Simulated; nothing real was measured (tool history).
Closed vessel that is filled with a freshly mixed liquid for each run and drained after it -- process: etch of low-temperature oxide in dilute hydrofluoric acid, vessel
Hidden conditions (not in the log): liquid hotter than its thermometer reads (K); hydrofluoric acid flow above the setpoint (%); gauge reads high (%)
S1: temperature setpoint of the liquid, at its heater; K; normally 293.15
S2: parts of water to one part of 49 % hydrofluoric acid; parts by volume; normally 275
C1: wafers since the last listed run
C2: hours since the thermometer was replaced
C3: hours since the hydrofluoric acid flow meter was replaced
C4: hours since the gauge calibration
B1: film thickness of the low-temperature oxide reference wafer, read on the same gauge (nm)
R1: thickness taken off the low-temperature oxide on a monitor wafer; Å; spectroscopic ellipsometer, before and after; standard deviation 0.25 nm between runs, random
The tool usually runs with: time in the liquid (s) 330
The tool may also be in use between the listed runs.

{"run": 1, "hour": 0.0, "S1": 293.15, "S2": 275, "time in the liquid (s)": 330, "C1": 0, "C2": 135.8, "C3": 1635.9, "C4": 132.8, "B1": 100.01, "R1": 291.5}
{"run": 2, "hour": 69.7, "S1": 293.15, "S2": 275, "time in the liquid (s)": 330, "C1": 5265, "C2": 205.5, "C3": 1705.6, "C4": 202.5, "B1": 100.02, "R1": 291.9}
{"run": 3, "hour": 136.5, "S1": 293.15, "S2": 275, "time in the liquid (s)": 330, "C1": 5046, "C2": 272.3, "C3": 1772.4, "C4": 269.3, "B1": 100, "R1": 289.8}
{"run": 4, "hour": 165.3, "S1": 293.15, "S2": 275, "time in the liquid (s)": 330, "C1": 2175, "C2": 301.1, "C3": 1801.2, "C4": 298.1, "B1": 100.02, "R1": 286.4}
{"run": 5, "hour": 202.8, "S1": 293.15, "S2": 275, "time in the liquid (s)": 330, "C1": 2833, "C2": 338.6, "C3": 1838.7, "C4": 335.6, "B1": 100, "R1": 292.9}
{"run": 6, "hour": 252.3, "S1": 293.15, "S2": 350, "time in the liquid (s)": 330, "C1": 3739, "C2": 388.1, "C3": 1888.2, "C4": 385.1, "B1": 99.99, "R1": 215.4}
{"hour": 267.9, "done": "hydrofluoric acid flow meter replaced"}
{"run": 7, "hour": 279.9, "S1": 293.15, "S2": 200, "time in the liquid (s)": 475, "C1": 2009, "C2": 415.7, "C3": 12, "C4": 412.7, "B1": 100.01, "R1": 618.7}
{"run": 8, "hour": 321.2, "S1": 291.15, "S2": 275, "time in the liquid (s)": 155, "C1": 3120, "C2": 457, "C3": 53.3, "C4": 454, "B1": 100, "R1": 125.4}
{"run": 9, "hour": 346.9, "S1": 293.15, "S2": 275, "time in the liquid (s)": 330, "C1": 1941, "C2": 482.7, "C3": 79, "C4": 479.7, "B1": 100.01, "R1": 284.8}
{"run": 10, "hour": 373.8, "S1": 295.65, "S2": 275, "time in the liquid (s)": 220, "C1": 2032, "C2": 509.6, "C3": 105.9, "C4": 506.6, "B1": 100, "R1": 211.6}
{"run": 11, "hour": 402.4, "S1": 296.15, "S2": 275, "time in the liquid (s)": 330, "C1": 2160, "C2": 538.2, "C3": 134.5, "C4": 535.2, "B1": 100, "R1": 327.6}
{"run": 12, "hour": 441.8, "S1": 293.15, "S2": 275, "time in the liquid (s)": 330, "C1": 2976, "C2": 577.6, "C3": 173.9, "C4": 574.6, "B1": 100, "R1": 291.5}
{"run": 13, "hour": 489.5, "S1": 293.15, "S2": 275, "time in the liquid (s)": 330, "C1": 3603, "C2": 625.3, "C3": 221.6, "C4": 622.3, "B1": 99.98, "R1": 287.9}
{"run": 14, "hour": 514.0, "S1": 293.15, "S2": 275, "time in the liquid (s)": 330, "C1": 1850, "C2": 649.8, "C3": 246.1, "C4": 646.8, "B1": 100, "R1": 289.5}
{"run": 15, "hour": 580.3, "S1": 296.65, "S2": 275, "time in the liquid (s)": 520, "C1": 5008, "C2": 716.1, "C3": 312.4, "C4": 713.1, "B1": 100, "R1": 522.5}
{"run": 16, "hour": 642.6, "S1": 290.15, "S2": 195, "time in the liquid (s)": 250, "C1": 4706, "C2": 778.4, "C3": 374.7, "C4": 775.4, "B1": 100.01, "R1": 295.5}
{"run": 17, "hour": 700.0, "S1": 296.65, "S2": 365, "time in the liquid (s)": 415, "C1": 4336, "C2": 835.8, "C3": 432.1, "C4": 832.8, "B1": 100, "R1": 284.8}
{"run": 18, "hour": 766.5, "S1": 293.15, "S2": 275, "time in the liquid (s)": 330, "C1": 5024, "C2": 902.3, "C3": 498.6, "C4": 899.3, "B1": 99.99, "R1": 292.2}
{"run": 19, "hour": 798.6, "S1": 293.15, "S2": 275, "time in the liquid (s)": 380, "C1": 2425, "C2": 934.4, "C3": 530.7, "C4": 931.4, "B1": 100, "R1": 338.4}
{"run": 20, "hour": 858.9, "S1": 290.65, "S2": 175, "time in the liquid (s)": 330, "C1": 4555, "C2": 994.7, "C3": 591, "C4": 991.7, "B1": 100.02, "R1": 452.1}
{"run": 21, "hour": 886.2, "S1": 296.65, "S2": 275, "time in the liquid (s)": 450, "C1": 2062, "C2": 1022, "C3": 618.3, "C4": 1019, "B1": 100.01, "R1": 448.5}
{"hour": 921.4, "done": "thermometer replaced"}
{"run": 22, "hour": 944.0, "S1": 293.15, "S2": 275, "time in the liquid (s)": 160, "C1": 4291, "C2": 22.6, "C3": 676.1, "C4": 1076.8, "B1": 100.03, "R1": 141.7}
{"run": 23, "hour": 974.5, "S1": 293.15, "S2": 235, "time in the liquid (s)": 330, "C1": 2304, "C2": 53.1, "C3": 706.6, "C4": 1107.3, "B1": 99.99, "R1": 348.1}
{"run": 24, "hour": 1016.0, "S1": 293.15, "S2": 275, "time in the liquid (s)": 330, "C1": 3135, "C2": 94.6, "C3": 748.1, "C4": 1148.8, "B1": 100, "R1": 292.4}
{"run": 25, "hour": 1064.2, "S1": 290.15, "S2": 335, "time in the liquid (s)": 445, "C1": 3641, "C2": 142.8, "C3": 796.3, "C4": 1197, "B1": 99.99, "R1": 276.1}
{"run": 26, "hour": 1105.5, "S1": 290.65, "S2": 340, "time in the liquid (s)": 330, "C1": 3120, "C2": 184.1, "C3": 837.6, "C4": 1238.3, "B1": 100, "R1": 203.3}
{"run": 27, "hour": 1171.5, "S1": 293.15, "S2": 155, "time in the liquid (s)": 275, "C1": 4986, "C2": 250.1, "C3": 903.6, "C4": 1304.3, "B1": 99.99, "R1": 481}
{"run": 28, "hour": 1284.9, "S1": 294.65, "S2": 400, "time in the liquid (s)": 330, "C1": 8567, "C2": 363.5, "C3": 1017, "C4": 1417.7, "B1": 99.99, "R1": 189.9}
{"run": 29, "hour": 1349.5, "S1": 296.65, "S2": 315, "time in the liquid (s)": 430, "C1": 4880, "C2": 428.1, "C3": 1081.6, "C4": 1482.3, "B1": 100.02, "R1": 358.9}
{"run": 30, "hour": 1397.3, "S1": 290.15, "S2": 385, "time in the liquid (s)": 185, "C1": 3611, "C2": 475.9, "C3": 1129.4, "C4": 1530.1, "B1": 99.99, "R1": 95.4}
{"run": 31, "hour": 1443.0, "S1": 290.15, "S2": 145, "time in the liquid (s)": 390, "C1": 3452, "C2": 521.6, "C3": 1175.1, "C4": 1575.8, "B1": 99.99, "R1": 662.2}

What if the next run were any one of these 5? Each begins from the tool's condition after run 31:
{"run": "A", "hour": 1443.7, "S1": 293.15, "S2": 275, "time in the liquid (s)": 330, "C1": 52, "C2": 522.3, "C3": 1175.8, "C4": 1576.5, "B1": "?", "R1": "?"}
{"run": "B", "hour": 1443.7, "S1": 291.15, "S2": 220, "time in the liquid (s)": 240, "C1": 52, "C2": 522.3, "C3": 1175.8, "C4": 1576.5, "B1": "?", "R1": "?"}
{"run": "C", "hour": 1443.7, "S1": 295.15, "S2": 320, "time in the liquid (s)": 260, "C1": 52, "C2": 522.3, "C3": 1175.8, "C4": 1576.5, "B1": "?", "R1": "?"}
{"run": "D", "hour": 1443.7, "S1": 294.65, "S2": 275, "time in the liquid (s)": 330, "C1": 52, "C2": 522.3, "C3": 1175.8, "C4": 1576.5, "B1": "?", "R1": "?"}
{"run": "E", "hour": 1443.7, "S1": 293.15, "S2": 225, "time in the liquid (s)": 330, "C1": 52, "C2": 522.3, "C3": 1175.8, "C4": 1576.5, "B1": "?", "R1": "?"}

run=A B1=100.01 R1=290.7
run=B B1=100.01 R1=257.6
run=C B1=100.01 R1=203
run=D B1=100.01 R1=307.1
run=E B1=100.01 R1=372.3
Had the tool no hidden state, the same runs would have come out as:
run=A R1=290.7
run=B R1=257.6
run=C R1=203
run=D R1=307.1
run=E R1=372.3
